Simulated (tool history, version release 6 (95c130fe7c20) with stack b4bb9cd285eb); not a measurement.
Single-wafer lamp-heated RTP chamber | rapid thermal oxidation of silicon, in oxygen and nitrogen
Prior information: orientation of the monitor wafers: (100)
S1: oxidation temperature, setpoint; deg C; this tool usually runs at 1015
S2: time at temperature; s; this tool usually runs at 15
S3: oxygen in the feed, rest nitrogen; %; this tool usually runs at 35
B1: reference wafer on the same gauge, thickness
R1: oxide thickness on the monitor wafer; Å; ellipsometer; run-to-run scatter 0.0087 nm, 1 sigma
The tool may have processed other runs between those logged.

run,hour,S1,S2,S3,B1,R1
1,0.0,1015,9,35,2.489,25.40
2,66.1,1015,9,35,2.487,25.17
3,118.5,1015,9,35,2.488,25.22
4,160.6,1015,15,35,2.486,28.59
5,198.9,1015,15,35,2.486,28.53
6,302.7,1015,19,35,2.485,30.67
7,380.4,1015,18,43,2.486,31.86
# hour 435.0: pyrometer window cleaned and pyrometer calibrated
8,435.5,1015,18,43,2.488,31.82
9,469.5,1015,15,35,2.485,28.65
10,558.4,1015,15,35,2.486,28.62
11,626.7,1015,15,35,2.486,28.65
12,730.7,1015,15,35,2.484,28.48
13,1017.5,1015,15,35,2.479,28.54
# hour 1113.4: pyrometer window cleaned and pyrometer calibrated
14,1122.4,1015,15,35,2.484,28.55
15,1162.8,1028,15,35,2.481,30.24
16,1199.7,1015,15,35,2.483,28.53
17,1293.9,1015,15,35,2.482,28.48
# hour 1338.0: gauge calibrated
18,1369.6,1015,15,35,2.528,29.02
# hour 1390.9: oxygen flow controller replaced
19,1407.6,1015,15,35,2.523,29.01
20,1493.2,1003,20,17,2.519,26.07
21,1534.0,1015,21,35,2.519,32.07
22,1571.0,1030,15,55,2.514,35.05
23,1641.9,1015,9,17,2.516,23.28
24,1688.0,1015,15,35,2.511,28.92
# hour 1748.9: pyrometer window cleaned and pyrometer calibrated
25,1773.4,993,18,26,2.507,26.13
26,1852.7,1015,15,35,2.506,28.71
27,1913.2,994,21,58,2.505,32.46
28,1974.5,1042,15,50,2.502,36.50
29,2040.3,1030,20,35,2.499,34.15
30,2124.5,994,18,18,2.497,24.84
31,2198.7,989,21,59,2.499,31.43
32,2296.6,1015,15,17,2.497,25.17
# hour 2374.1: pyrometer window cleaned and pyrometer calibrated
33,2380.5,996,10,35,2.494,24.14
34,2423.8,988,10,53,2.493,25.13
35,2461.0,988,10,17,2.493,21.95
36,2532.0,1027,9,24,2.493,24.71
37,2577.3,1035,22,64,2.490,43.39

What if the next run were any one of these 4? Each begins from the tool's condition after run 37:
A,2577.7,1015,15,35,?,?
B,2577.7,1038,8,35,?,?
C,2577.7,1015,15,24,?,?
D,2577.7,987,20,43,?,?

run,B1,R1
A,2.493,28.67
B,2.493,26.94
C,2.493,26.62
D,2.493,28.56
With no hidden state in the tool, these same runs would have given:
run,R1
A,29.13
B,27.37
C,27.04
D,29.01

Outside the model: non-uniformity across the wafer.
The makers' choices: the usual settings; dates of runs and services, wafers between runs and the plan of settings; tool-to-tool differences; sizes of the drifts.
